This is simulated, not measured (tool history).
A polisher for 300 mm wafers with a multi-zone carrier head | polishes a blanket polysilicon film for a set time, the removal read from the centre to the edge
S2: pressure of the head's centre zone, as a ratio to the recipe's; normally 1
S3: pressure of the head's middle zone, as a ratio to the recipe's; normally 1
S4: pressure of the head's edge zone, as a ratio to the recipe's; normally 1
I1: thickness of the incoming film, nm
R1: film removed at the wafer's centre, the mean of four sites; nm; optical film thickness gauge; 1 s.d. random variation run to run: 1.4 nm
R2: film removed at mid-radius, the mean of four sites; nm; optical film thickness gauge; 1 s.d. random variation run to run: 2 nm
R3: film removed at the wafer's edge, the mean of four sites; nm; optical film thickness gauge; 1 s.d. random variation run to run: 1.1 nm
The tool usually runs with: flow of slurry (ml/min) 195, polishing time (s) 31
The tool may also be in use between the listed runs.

run 1 hour=0 | flow_of_slurry_(ml/min)=195 S2=1 S3=1 S4=1.02 polishing_time_(s)=31 | I1=2169.7 | R1=118.2 R2=119.4 R3=122
run 2 hour=7.6 | flow_of_slurry_(ml/min)=195 S2=1 S3=1 S4=1 polishing_time_(s)=31 | I1=2150.4 | R1=117.4 R2=116.1 R3=121
-- hour=22.6 carrier head's membrane replaced by a new one
-- hour=35.4 worn pad replaced by a new one
run 3 hour=53 | flow_of_slurry_(ml/min)=195 S2=1 S3=1 S4=1 polishing_time_(s)=31 | I1=2182.3 | R1=122.5 R2=118.3 R3=124.8
-- hour=61.6 slurry nozzle cleaned
run 4 hour=62.4 | flow_of_slurry_(ml/min)=195 S2=1 S3=1 S4=1 polishing_time_(s)=31 | I1=2184.5 | R1=134.9 R2=131.5 R3=131
-- hour=67.1 edge zone pressure recalibrated
run 5 hour=80.3 | flow_of_slurry_(ml/min)=195 S2=1 S3=1 S4=1 polishing_time_(s)=31 | I1=2221.4 | R1=131.3 R2=129.6 R3=127.9
run 6 hour=94.1 | flow_of_slurry_(ml/min)=165 S2=1 S3=0.89 S4=1 polishing_time_(s)=31 | I1=2199.3 | R1=125.1 R2=115.1 R3=125.6
run 7 hour=101.6 | flow_of_slurry_(ml/min)=195 S2=1.11 S3=1 S4=1 polishing_time_(s)=31 | I1=2222.1 | R1=139.7 R2=125.1 R3=125.6
-- hour=115.9 worn pad replaced by a new one
run 8 hour=117.3 | flow_of_slurry_(ml/min)=195 S2=1 S3=1 S4=1 polishing_time_(s)=31 | I1=2196.2 | R1=137 R2=134.5 R3=136.3
run 9 hour=133.4 | flow_of_slurry_(ml/min)=195 S2=0.95 S3=0.9 S4=1.06 polishing_time_(s)=37 | I1=2192.9 | R1=150.2 R2=146.4 R3=160.2
run 10 hour=142.1 | flow_of_slurry_(ml/min)=195 S2=1 S3=1.06 S4=1 polishing_time_(s)=31 | I1=2147.4 | R1=130.8 R2=128.4 R3=128.8
run 11 hour=158.9 | flow_of_slurry_(ml/min)=195 S2=1 S3=1 S4=1 polishing_time_(s)=31 | I1=2145.3 | R1=127.3 R2=125.2 R3=126.4
run 12 hour=171.3 | flow_of_slurry_(ml/min)=195 S2=1 S3=1 S4=1 polishing_time_(s)=31 | I1=2217.3 | R1=125.4 R2=124.8 R3=125.9
run 13 hour=188 | flow_of_slurry_(ml/min)=195 S2=1 S3=1 S4=0.92 polishing_time_(s)=37 | I1=2203.5 | R1=149.5 R2=143.8 R3=141.7
-- hour=195.6 centre zone pressure recalibrated
-- hour=198.1 worn pad replaced by a new one
run 14 hour=198.6 | flow_of_slurry_(ml/min)=195 S2=0.91 S3=1 S4=1 polishing_time_(s)=25 | I1=2178 | R1=103.4 R2=107.9 R3=111.7
run 15 hour=205.7 | flow_of_slurry_(ml/min)=255 S2=1 S3=1 S4=0.92 polishing_time_(s)=31 | I1=2148.1 | R1=138.5 R2=135.5 R3=134.8
run 16 hour=215.8 | flow_of_slurry_(ml/min)=195 S2=1.06 S3=1 S4=1 polishing_time_(s)=31 | I1=2185 | R1=140.3 R2=130.9 R3=130
run 17 hour=227.4 | flow_of_slurry_(ml/min)=195 S2=1 S3=1 S4=1 polishing_time_(s)=21 | I1=2162.9 | R1=87.5 R2=85 R3=87.3
run 18 hour=240.2 | flow_of_slurry_(ml/min)=235 S2=1 S3=1.05 S4=1.1 polishing_time_(s)=38 | I1=2216.1 | R1=158.6 R2=164.4 R3=169.1
run 19 hour=255.6 | flow_of_slurry_(ml/min)=195 S2=1 S3=1 S4=1 polishing_time_(s)=31 | I1=2194.3 | R1=126 R2=124.9 R3=125.9
-- hour=296.8 worn pad replaced by a new one
run 20 hour=303.4 | flow_of_slurry_(ml/min)=195 S2=1 S3=1 S4=1 polishing_time_(s)=31 | I1=2197.9 | R1=130.9 R2=128.7 R3=132.2
run 21 hour=309.8 | flow_of_slurry_(ml/min)=195 S2=1 S3=1 S4=1 polishing_time_(s)=31 | I1=2191.2 | R1=128.2 R2=129.5 R3=128.3

Alternative continuations, all from the tool just after run 21; predict every row:
run A hour=310.2 | flow_of_slurry_(ml/min)=195 S2=1 S3=1 S4=1 polishing_time_(s)=31 | I1=2170.5 | R1=? R2=? R3=?
run B hour=310.2 | flow_of_slurry_(ml/min)=195 S2=1 S3=1 S4=1.12 polishing_time_(s)=31 | I1=2170.5 | R1=? R2=? R3=?
run C hour=310.2 | flow_of_slurry_(ml/min)=170 S2=1 S3=1 S4=0.96 polishing_time_(s)=39 | I1=2170.5 | R1=? R2=? R3=?
run D hour=310.2 | flow_of_slurry_(ml/min)=195 S2=1 S3=1.1 S4=1 polishing_time_(s)=31 | I1=2170.5 | R1=? R2=? R3=?
run E hour=310.2 | flow_of_slurry_(ml/min)=195 S2=1 S3=1 S4=1.08 polishing_time_(s)=31 | I1=2170.5 | R1=? R2=? R3=?

run=A R1=131.3 R2=129.6 R3=129.5
run=B R1=131.3 R2=129.5 R3=137
run=C R1=160.6 R2=159 R3=157
run=D R1=131.3 R2=137 R3=129.4
run=E R1=131.3 R2=129.5 R3=134.5
Without the tool's hidden state the same runs would have given:
run=A R1=146.5 R2=143.8 R3=141.9
run=B R1=146.5 R2=143.7 R3=150.1
run=C R1=180.4 R2=177.5 R3=172.6
run=D R1=146.5 R2=152 R3=141.7
run=E R1=146.5 R2=143.7 R3=147.3

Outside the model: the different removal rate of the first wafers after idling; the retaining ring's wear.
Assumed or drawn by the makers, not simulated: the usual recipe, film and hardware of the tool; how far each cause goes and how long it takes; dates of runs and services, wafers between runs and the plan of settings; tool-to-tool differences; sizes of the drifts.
